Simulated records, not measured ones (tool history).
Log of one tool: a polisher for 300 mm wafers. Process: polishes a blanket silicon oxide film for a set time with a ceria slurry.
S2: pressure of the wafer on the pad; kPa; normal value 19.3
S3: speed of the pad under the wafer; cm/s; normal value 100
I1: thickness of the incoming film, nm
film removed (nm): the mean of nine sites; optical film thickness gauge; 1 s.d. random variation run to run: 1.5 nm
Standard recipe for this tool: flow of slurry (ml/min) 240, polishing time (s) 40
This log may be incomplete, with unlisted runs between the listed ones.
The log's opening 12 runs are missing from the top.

-- hour=137.4 worn pad replaced by a new one
run 13 hour=144.3 | flow_of_slurry_(ml/min)=270 S2=19.3 S3=100 polishing_time_(s)=40 | I1=1239.0 | film_removed_(nm)=144.2
run 14 hour=152.5 | flow_of_slurry_(ml/min)=270 S2=19.3 S3=100 polishing_time_(s)=40 | I1=1217.9 | film_removed_(nm)=145.2
run 15 hour=162.0 | flow_of_slurry_(ml/min)=240 S2=19.3 S3=100 polishing_time_(s)=40 | I1=1239.7 | film_removed_(nm)=142.5
run 16 hour=176.6 | flow_of_slurry_(ml/min)=280 S2=22.8 S3=134 polishing_time_(s)=53 | I1=1233.4 | film_removed_(nm)=282.9
-- hour=191.1 head pressure recalibrated
run 17 hour=191.7 | flow_of_slurry_(ml/min)=240 S2=19.3 S3=100 polishing_time_(s)=40 | I1=1203.2 | film_removed_(nm)=153.6
run 18 hour=199.9 | flow_of_slurry_(ml/min)=240 S2=19.3 S3=100 polishing_time_(s)=48 | I1=1230.7 | film_removed_(nm)=184.2
run 19 hour=214.5 | flow_of_slurry_(ml/min)=165 S2=24.8 S3=118 polishing_time_(s)=29 | I1=1216.9 | film_removed_(nm)=147.3
-- hour=230.0 slurry nozzle cleaned
run 20 hour=230.6 | flow_of_slurry_(ml/min)=240 S2=19.3 S3=66 polishing_time_(s)=40 | I1=1247.0 | film_removed_(nm)=120.3
run 21 hour=241.5 | flow_of_slurry_(ml/min)=240 S2=19.3 S3=100 polishing_time_(s)=40 | I1=1218.5 | film_removed_(nm)=164.3
run 22 hour=257.9 | flow_of_slurry_(ml/min)=185 S2=21.4 S3=120 polishing_time_(s)=40 | I1=1220.4 | film_removed_(nm)=199.8
run 23 hour=273.1 | flow_of_slurry_(ml/min)=240 S2=19.3 S3=100 polishing_time_(s)=40 | I1=1217.9 | film_removed_(nm)=163.4
run 24 hour=282.4 | flow_of_slurry_(ml/min)=240 S2=25.5 S3=70 polishing_time_(s)=40 | I1=1250.2 | film_removed_(nm)=161.9
-- hour=290.6 worn pad replaced by a new one
run 25 hour=317.5 | flow_of_slurry_(ml/min)=240 S2=19.3 S3=114 polishing_time_(s)=40 | I1=1225.7 | film_removed_(nm)=179.2
run 26 hour=328.8 | flow_of_slurry_(ml/min)=280 S2=22.8 S3=134 polishing_time_(s)=53 | I1=1235.8 | film_removed_(nm)=313.1
run 27 hour=335.9 | flow_of_slurry_(ml/min)=300 S2=19.3 S3=78 polishing_time_(s)=36 | I1=1235.4 | film_removed_(nm)=124.3
run 28 hour=352.2 | flow_of_slurry_(ml/min)=280 S2=17.2 S3=132 polishing_time_(s)=53 | I1=1220.0 | film_removed_(nm)=241.1
run 29 hour=362.5 | flow_of_slurry_(ml/min)=240 S2=19.3 S3=100 polishing_time_(s)=40 | I1=1234.1 | film_removed_(nm)=159.9
run 30 hour=380.1 | flow_of_slurry_(ml/min)=240 S2=21.4 S3=120 polishing_time_(s)=40 | I1=1206.5 | film_removed_(nm)=202.4
run 31 hour=390.0 | flow_of_slurry_(ml/min)=240 S2=19.3 S3=100 polishing_time_(s)=54 | I1=1233.5 | film_removed_(nm)=213.0

Below are 4 alternative next runs, each starting from the tool's condition after run 31. Predict each:
run A hour=390.4 | flow_of_slurry_(ml/min)=240 S2=19.3 S3=100 polishing_time_(s)=40 | I1=1252.9 | film_removed_(nm)=?
run B hour=390.4 | flow_of_slurry_(ml/min)=240 S2=12.4 S3=130 polishing_time_(s)=40 | I1=1252.9 | film_removed_(nm)=?
run C hour=390.4 | flow_of_slurry_(ml/min)=160 S2=19.3 S3=100 polishing_time_(s)=51 | I1=1252.9 | film_removed_(nm)=?
run D hour=390.4 | flow_of_slurry_(ml/min)=240 S2=25.5 S3=116 polishing_time_(s)=33 | I1=1252.9 | film_removed_(nm)=?

run=A film_removed_(nm)=156.1
run=B film_removed_(nm)=130.2
run=C film_removed_(nm)=188.7
run=D film_removed_(nm)=186.7
Take away the tool's hidden state, keep each run's random variation, and the runs would have read:
run=A film_removed_(nm)=164.7
run=B film_removed_(nm)=137.3
run=C film_removed_(nm)=199.6
run=D film_removed_(nm)=196.9
